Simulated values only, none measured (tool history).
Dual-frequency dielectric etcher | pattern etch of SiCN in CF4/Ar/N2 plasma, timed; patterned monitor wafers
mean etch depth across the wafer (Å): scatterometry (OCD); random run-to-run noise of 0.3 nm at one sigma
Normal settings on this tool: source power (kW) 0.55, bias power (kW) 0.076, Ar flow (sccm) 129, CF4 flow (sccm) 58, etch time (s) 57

run,day,source power (kW),bias power (kW),Ar flow (sccm),CF4 flow (sccm),etch time (s),wafers since the last listed run,hours since the last wet clean,hours since the last source power generator calibration,hours since the last bias power generator calibration,hours since the last Ar flow controller change,hours since the last CF4 flow controller change,hours since the last upper electrode change,hours since the gauge calibration,"read-back reference wafer on the same gauge, depth_nm",mean etch depth across the wafer (Å)
1,0,0.42,0.076,114,58,57,0,428.3,617.7,2326.5,1302.9,230.5,2354.6,2344.6,64.7,455
# day 1.604: wet clean of the chamber
2,2.783,0.55,0.076,151,58,57,655,28.3,684.5,2393.3,1369.7,297.3,2421.4,2411.4,64.6,551
# day 4.362: upper electrode replaced
3,4.383,0.43,0.076,129,58,57,220,66.7,722.9,2431.7,1408.1,335.7,0.5,2449.8,64.7,456
4,6.012,0.55,0.076,129,52,57,598,105.8,762,2470.8,1447.2,374.8,39.6,2488.9,64.7,561
# day 6.304: gauge calibrated
5,7.833,0.55,0.076,129,58,57,668,149.5,805.7,2514.5,1490.9,418.5,83.3,36.7,64.7,564
6,11.6,0.59,0.076,139,44,51,1383,239.9,896.1,2604.9,1581.3,508.9,173.7,127.1,64.7,519
# day 11.933: Ar flow controller replaced
7,13.108,0.66,0.076,150,58,70,462,276.1,932.3,2641.1,28.2,545.1,209.9,163.3,64.8,792
# day 18.542: bias power generator calibrated
8,21.112,0.55,0.076,129,45,57,2879,468.2,1124.4,61.7,220.3,737.2,402,355.4,64.8,572
# day 23.296: wet clean of the chamber
9,23.317,0.55,0.076,129,58,57,442,0.5,1177.3,114.6,273.2,790.1,454.9,408.3,64.8,581
10,24.425,0.42,0.076,158,64,46.5,407,27.1,1203.9,141.2,299.8,816.7,481.5,434.9,64.7,364
11,26.942,0.55,0.076,143,66,50,924,87.5,1264.3,201.6,360.2,877.1,541.9,495.3,64.6,503
12,28.046,0.66,0.082,140,58,57,405,114,1290.8,228.1,386.7,903.6,568.4,521.8,64.6,694
13,30.767,0.69,0.089,159,62,57,999,179.3,1356.1,293.4,452,968.9,633.7,587.1,64.6,735
14,32.438,0.55,0.076,129,58,57,613,219.4,1396.2,333.5,492.1,1009,673.8,627.2,64.7,574
15,34.638,0.55,0.076,147,47,66.5,808,272.2,1449,386.3,544.9,1061.8,726.6,680,64.7,647
16,36.562,0.55,0.076,129,58,57,707,318.4,1495.2,432.5,591.1,1108,772.8,726.2,64.7,575
17,38.033,0.55,0.076,129,58,57,540,353.7,1530.5,467.8,626.4,1143.3,808.1,761.5,64.7,573
18,39.138,0.55,0.076,129,58,57,405,380.2,1557,494.3,652.9,1169.8,834.6,788,64.8,576
19,40.992,0.55,0.076,129,58,57,681,424.7,1601.5,538.8,697.4,1214.3,879.1,832.5,64.7,575
# day 44.138: wet clean of the chamber
20,44.158,0.55,0.093,129,58,57,796,0.5,1677.5,614.8,773.4,1290.3,955.1,908.5,64.7,627
21,46.538,0.55,0.076,129,54,57,874,57.6,1734.6,671.9,830.5,1347.4,1012.2,965.6,64.7,569

Hidden state at the last listed run before each entry between runs and at the first one after, where it differs:
Run 1 -> run 2: wet clean of the chamber (day 1.604)
  bias power that arrives over what is set, %: -5.29 -> -5.32
  measured less the result without the state, mean etch depth across the wafer (Å): -11 -> -14
Run 2 -> run 3: upper electrode replaced (day 4.362)
  bias power that arrives over what is set, %: -5.32 -> -5.34
  measured less the result without the state, mean etch depth across the wafer (Å): -14 -> -11
Run 4 -> run 5: gauge calibrated (day 6.304)
  bias power that arrives over what is set, %: -5.36 -> -5.37
  measured less the result without the state, mean etch depth across the wafer (Å): -14 -> -13
Run 6 -> run 7: Ar flow controller replaced (day 11.933)
  bias power that arrives over what is set, %: -5.41 -> -5.42
  measured less the result without the state, mean etch depth across the wafer (Å): -13 -> -19
Run 7 -> run 8: bias power generator calibrated (day 18.542)
  bias power that arrives over what is set, %: -5.42 -> 0.261
  measured less the result without the state, mean etch depth across the wafer (Å): -19 -> +1
Run 8 -> run 9: wet clean of the chamber (day 23.296)
  bias power that arrives over what is set, %: 0.261 -> 0.00373
  measured less the result without the state, mean etch depth across the wafer (Å): +1 -> +0
Run 19 -> run 20: wet clean of the chamber (day 44.138)
  bias power that arrives over what is set, %: -1.63 -> -1.86
  measured less the result without the state, mean etch depth across the wafer (Å): -4 -> -6
